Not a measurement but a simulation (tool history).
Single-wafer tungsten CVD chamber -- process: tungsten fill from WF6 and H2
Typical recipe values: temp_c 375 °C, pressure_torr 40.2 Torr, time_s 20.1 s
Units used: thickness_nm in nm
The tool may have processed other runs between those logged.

| run | hour | temp_c | pressure_torr | time_s | read-back reference wafer on the same gauge, thickness_nm | thickness_nm |
|---|---|---|---|---|---|---|
| 1 | 0 | 375 | 40.2 | 21.2 | 50.569 | 43.89 |
| 2 | 15.8 | 375 | 40.2 | 21.2 | 50.535 | 43.744 |
| 3 | 48.4 | 384 | 46.4 | 20.1 | 50.66 | 55.401 |
| 4 | 64.4 | 384 | 46.4 | 20.1 | 50.545 | 55.326 |
| 5 | 77.3 | 384 | 46.4 | 20.1 | 50.637 | 54.834 |
| 6 | 89.8 | 375 | 40.2 | 20.1 | 50.646 | 41.331 |
| 7 | 124.6 | 375 | 40.2 | 20.1 | 50.588 | 41.288 |
| 8 | 145.4 | 375 | 40.2 | 20.1 | 50.652 | 41.021 |
| 9 | 174.8 | 375 | 40.2 | 20.1 | 50.553 | 41.097 |
| 10 | 194.4 | 375 | 40.2 | 21.1 | 50.491 | 43.081 |
| 11 | 208.7 | 375 | 40.2 | 21.1 | 50.681 | 43.133 |
| 12 | 238.7 | 375 | 40.2 | 20.1 | 50.58 | 40.728 |
|  | 262.1 | capacitance manometer re-zeroed and calibrated |
| 13 | 265 | 375 | 40.2 | 20.1 | 50.584 | 42.435 |
| 14 | 292.6 | 371 | 46 | 16.3 | 50.557 | 33.76 |
|  | 300.3 | gauge calibrated |
| 15 | 323.3 | 384 | 46.4 | 20.1 | 50.62 | 56.454 |
| 16 | 341.1 | 389 | 31.6 | 16.4 | 50.687 | 41.279 |
| 17 | 362.1 | 375 | 40.2 | 20.1 | 50.522 | 42.361 |
| 18 | 379.9 | 375 | 36 | 20.1 | 50.634 | 39.862 |
|  | 397.6 | showerhead replaced |
| 19 | 408.5 | 375 | 40.2 | 21.1 | 50.586 | 44.476 |
| 20 | 434.4 | 375 | 40.2 | 21.2 | 50.615 | 44.689 |
|  | 462.7 | thermocouple changed; heater temperature recalibrated |
| 21 | 464.4 | 375 | 36.9 | 20.1 | 50.667 | 40.041 |
| 22 | 492.4 | 382 | 34.7 | 18.4 | 50.541 | 41.745 |
| 23 | 594.2 | 384 | 40.2 | 20.1 | 50.515 | 52.107 |
| 24 | 608.6 | 375 | 40.2 | 20.1 | 50.58 | 41.961 |
| 25 | 638.9 | 388 | 32.9 | 16.7 | 50.578 | 41.887 |
| 26 | 667.4 | 389 | 40.2 | 17.6 | 50.584 | 51.009 |

Here are 4 independent what-if runs from the current tool condition. What would each one return?
| A | 667.8 | 375 | 40.2 | 20.1 | ? | ? |
| B | 667.8 | 375 | 40.2 | 23 | ? | ? |
| C | 667.8 | 375 | 48.1 | 20.1 | ? | ? |
| D | 667.8 | 386 | 33.3 | 16.7 | ? | ? |

| run | read-back reference wafer on the same gauge, thickness_nm | thickness_nm |
|---|---|---|
| A | 50.551 | 42.566 |
| B | 50.551 | 48.736 |
| C | 50.551 | 47.126 |
| D | 50.551 | 40.575 |
Had the tool no hidden state, the same runs would have come out as:
| run | thickness_nm |
|---|---|
| A | 43.13 |
| B | 49.382 |
| C | 47.74 |
| D | 41.121 |

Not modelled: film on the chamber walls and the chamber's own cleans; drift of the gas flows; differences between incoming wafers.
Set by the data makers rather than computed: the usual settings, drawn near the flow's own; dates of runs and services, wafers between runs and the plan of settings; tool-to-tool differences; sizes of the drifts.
